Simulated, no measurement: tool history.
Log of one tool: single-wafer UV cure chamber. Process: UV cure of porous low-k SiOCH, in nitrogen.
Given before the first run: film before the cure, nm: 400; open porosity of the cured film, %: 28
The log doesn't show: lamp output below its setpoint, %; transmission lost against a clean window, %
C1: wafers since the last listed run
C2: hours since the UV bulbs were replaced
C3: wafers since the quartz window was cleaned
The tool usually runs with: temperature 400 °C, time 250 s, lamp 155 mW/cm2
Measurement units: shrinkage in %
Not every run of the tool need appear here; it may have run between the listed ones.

Run 1, hour 0: usual settings; C1 0; C2 1475.1; C3 1483. Result: shrinkage 14.45 %.
Run 2, hour 39.5: usual settings; C1 478; C2 1514.6; C3 1961. Result: shrinkage 14.407 %.
Run 3, hour 116.1: usual settings but time 340 s; C1 927; C2 1591.2; C3 2888. Result: shrinkage 15.901 %.
At hour 162.2: quartz window cleaned.
Run 4, hour 217.6: usual settings but time 340 s; C1 1131; C2 1692.7; C3 670. Result: shrinkage 15.826 %.
Run 5, hour 274.6: usual settings but temperature 414 °C; C1 689; C2 1749.7; C3 1359. Result: shrinkage 14.199 %.
Run 6, hour 357: usual settings but temperature 414 °C; C1 997; C2 1832.1; C3 2357. Result: shrinkage 14.429 %.
At hour 492.7: quartz window cleaned.
Run 7, hour 542.3: usual settings; C1 2145; C2 2017.4; C3 599. Result: shrinkage 14.032 %.
Run 8, hour 594: usual settings; C1 625; C2 2069.1; C3 1225. Result: shrinkage 14.044 %.
Run 9, hour 672.2: usual settings; C1 946; C2 2147.3; C3 2172. Result: shrinkage 13.968 %.
Run 10, hour 717.1: usual settings; C1 543; C2 2192.2; C3 2715. Result: shrinkage 13.742 %.
Run 11, hour 785.5: usual settings but time 305 s, lamp 127 mW/cm2; C1 827; C2 2260.6; C3 3543. Result: shrinkage 13.58 %.
At hour 841: quartz window cleaned.
Run 12, hour 1036.7: usual settings; C1 2943; C2 2511.8; C3 2368. Result: shrinkage 13.314 %.
Run 13, hour 1106.5: usual settings but temperature 395 °C, time 330 s, lamp 179 mW/cm2; C1 844; C2 2581.6; C3 3212. Result: shrinkage 15.277 %.
At hour 1159.6: UV bulbs replaced.
Run 14, hour 1160.1: usual settings but temperature 391 °C, time 110 s; C1 551; C2 0.5; C3 3764. Result: shrinkage 11.113 %.
At hour 1170.9: quartz window cleaned.
Run 15, hour 1193: usual settings but time 365 s; C1 301; C2 33.4; C3 267. Result: shrinkage 17.335 %.
Run 16, hour 1280.9: usual settings; C1 1063; C2 121.3; C3 1331. Result: shrinkage 15.282 %.
Run 17, hour 1330: usual settings but temperature 415 °C, time 165 s, lamp 116 mW/cm2; C1 594; C2 170.4; C3 1925. Result: shrinkage 11.879 %.
Run 18, hour 1399.5: usual settings but temperature 395 °C, time 330 s, lamp 179 mW/cm2; C1 841; C2 239.9; C3 2766. Result: shrinkage 17.127 %.
Run 19, hour 1444.9: usual settings but time 195 s; C1 549; C2 285.3; C3 3316. Result: shrinkage 14.161 %.
At hour 1517.8: quartz window cleaned.
Run 20, hour 1535.8: usual settings but time 305 s, lamp 127 mW/cm2; C1 1003; C2 376.2; C3 218. Result: shrinkage 15.084 %.
Run 21, hour 1619.5: usual settings but temperature 415 °C, time 110 s, lamp 128 mW/cm2; C1 1013; C2 459.9; C3 1231. Result: shrinkage 10.278 %.

How would selected steps in shrinkage from run to run divide? Give the signed amount a tool lacking its hidden state would still show from settings, what came in and random variation, and the signed amount left for the hidden state, including any gauge scatter that is not in both of the compared results.
Run 11 -> 12: time 305 -> 250, lamp 127 -> 155, quartz window cleaned. shrinkage -0.266 %: hidden state -0.217, all else -0.049.
Run 13 -> 14: temperature 395 -> 391, time 330 -> 110, lamp 179 -> 155, UV bulbs replaced. shrinkage -4.164 %: hidden state +1.899, all else -6.063.
Run 14 -> 15: temperature 391 -> 400, time 110 -> 365, quartz window cleaned. shrinkage +6.222 %: hidden state -0.041, all else +6.263.
Run 17 -> 18: temperature 415 -> 395, time 165 -> 330, lamp 116 -> 179. shrinkage +5.248 %: hidden state -0.071, all else +5.319.
